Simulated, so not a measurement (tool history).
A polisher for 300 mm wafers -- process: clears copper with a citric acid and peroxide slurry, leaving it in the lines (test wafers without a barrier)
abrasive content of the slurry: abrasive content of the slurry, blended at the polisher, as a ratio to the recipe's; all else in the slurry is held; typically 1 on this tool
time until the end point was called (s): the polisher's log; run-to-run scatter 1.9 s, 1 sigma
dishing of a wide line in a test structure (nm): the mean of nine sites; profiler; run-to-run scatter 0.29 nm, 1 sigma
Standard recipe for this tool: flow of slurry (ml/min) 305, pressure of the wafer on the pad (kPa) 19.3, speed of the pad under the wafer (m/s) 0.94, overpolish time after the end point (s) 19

| run | hour | flow of slurry (ml/min) | pressure of the wafer on the pad (kPa) | speed of the pad under the wafer (m/s) | abrasive content of the slurry | overpolish time after the end point (s) | incoming thickness of the incoming film, nm | time until the end point was called (s) | dishing of a wide line in a test structure (nm) |
|---|---|---|---|---|---|---|---|---|---|
| 1 | 0 | 265 | 19.3 | 0.94 | 1 | 19 | 310.8 | 173.3 | 21.5 |
| 2 | 47.7 | 265 | 19.3 | 0.94 | 1 | 19 | 308.2 | 174.8 | 21.6 |
|  | 110.3 | slurry nozzle cleaned |
|  | 131.8 | head pressure recalibrated |
|  | 329.8 | slurry blender recalibrated |
| 3 | 342.2 | 305 | 19.3 | 0.94 | 1 | 19 | 311.6 | 171.5 | 21.5 |
| 4 | 436.8 | 305 | 19.3 | 0.94 | 1 | 19 | 310.4 | 170.4 | 21.7 |
| 5 | 531.1 | 305 | 19.3 | 0.94 | 1 | 19 | 316.2 | 173.8 | 21.6 |
| 6 | 579.9 | 305 | 19.3 | 0.94 | 1 | 19 | 309.4 | 169 | 22.2 |
|  | 638 | worn pad replaced by a new one |
| 7 | 646.1 | 385 | 19.3 | 0.78 | 1 | 19 | 309.5 | 195.2 | 19.2 |
|  | 729.8 | slurry nozzle cleaned |
| 8 | 734.9 | 260 | 19.3 | 1.14 | 1 | 28 | 310 | 146.8 | 30.2 |
| 9 | 822.2 | 235 | 17.2 | 0.8 | 1 | 25 | 310.7 | 227.5 | 21.6 |
|  | 893.5 | slurry blender recalibrated |
| 10 | 912.1 | 245 | 19.3 | 1.24 | 1 | 19 | 304.8 | 131.4 | 25.5 |
| 11 | 993.4 | 305 | 19.3 | 0.94 | 1 | 19 | 307.5 | 170.5 | 21.5 |
| 12 | 1035.2 | 265 | 19.3 | 0.94 | 0.7 | 19 | 313.8 | 191.4 | 19.9 |
| 13 | 1097.4 | 305 | 19.3 | 0.94 | 1 | 19 | 311 | 172.7 | 21.7 |
| 14 | 1153.6 | 305 | 17.2 | 0.94 | 1 | 30 | 311.9 | 191.1 | 27.5 |
|  | 1230 | worn pad replaced by a new one |
| 15 | 1249.8 | 250 | 16.5 | 0.94 | 0.85 | 28 | 308.1 | 205 | 24.3 |
|  | 1286.9 | head pressure recalibrated |
| 16 | 1317.5 | 235 | 19.3 | 0.94 | 1 | 19 | 311.1 | 177.3 | 21.6 |
| 17 | 1359.3 | 305 | 19.3 | 0.94 | 1 | 11 | 310.1 | 170.4 | 13.9 |
|  | 1387.9 | slurry nozzle cleaned |
| 18 | 1407.4 | 305 | 19.3 | 0.94 | 1 | 19 | 310.3 | 167.7 | 21.9 |
| 19 | 1492.2 | 305 | 19.3 | 1.26 | 1 | 19 | 307.4 | 130.3 | 25.7 |
|  | 1551.3 | slurry blender recalibrated |
| 20 | 1559.4 | 305 | 19.3 | 1.12 | 0.85 | 19 | 312.7 | 151.7 | 23.4 |
| 21 | 1613.9 | 275 | 16.5 | 0.94 | 1 | 19 | 308.8 | 196.6 | 19.2 |
| 22 | 1669.7 | 385 | 22.8 | 0.76 | 0.85 | 19 | 309.3 | 178 | 21 |
| 23 | 1723.1 | 210 | 19.3 | 0.78 | 1.2 | 11 | 311.5 | 204.9 | 12.2 |
|  | 1787.6 | worn pad replaced by a new one |
| 24 | 1788.1 | 305 | 19.3 | 0.94 | 1 | 19 | 312.7 | 171 | 21.3 |
| 25 | 1863.9 | 305 | 13.1 | 0.94 | 1.15 | 19 | 308.9 | 234.8 | 17.2 |
| 26 | 1945.4 | 250 | 16.5 | 0.94 | 0.85 | 28 | 311.2 | 209 | 24.4 |
| 27 | 2041.5 | 305 | 19.3 | 0.94 | 1 | 19 | 312.2 | 173.7 | 21.6 |
|  | 2056.9 | slurry nozzle cleaned |
| 28 | 2111.5 | 400 | 19.3 | 1.24 | 0.8 | 15 | 305.1 | 135.7 | 20.9 |

Predict each of these 4 candidate next runs independently; none follows another, all start after run 28:
| A | 2112 | 305 | 19.3 | 0.94 | 1 | 19 | 305.5 | ? | ? |
| B | 2112 | 305 | 19.3 | 0.68 | 1 | 19 | 305.5 | ? | ? |
| C | 2112 | 350 | 22.1 | 0.94 | 1.1 | 19 | 305.5 | ? | ? |
| D | 2112 | 305 | 15.2 | 0.94 | 1 | 19 | 305.5 | ? | ? |

| run | time until the end point was called (s) | dishing of a wide line in a test structure (nm) |
|---|---|---|
| A | 169.3 | 21.4 |
| B | 224.5 | 17.3 |
| C | 145.2 | 24 |
| D | 209.4 | 18.1 |
What these runs would have given with no unlogged condition in the tool:
| run | time until the end point was called (s) | dishing of a wide line in a test structure (nm) |
|---|---|---|
| A | 169.3 | 21.4 |
| B | 224.5 | 17.3 |
| C | 145.2 | 24 |
| D | 209.4 | 18.1 |
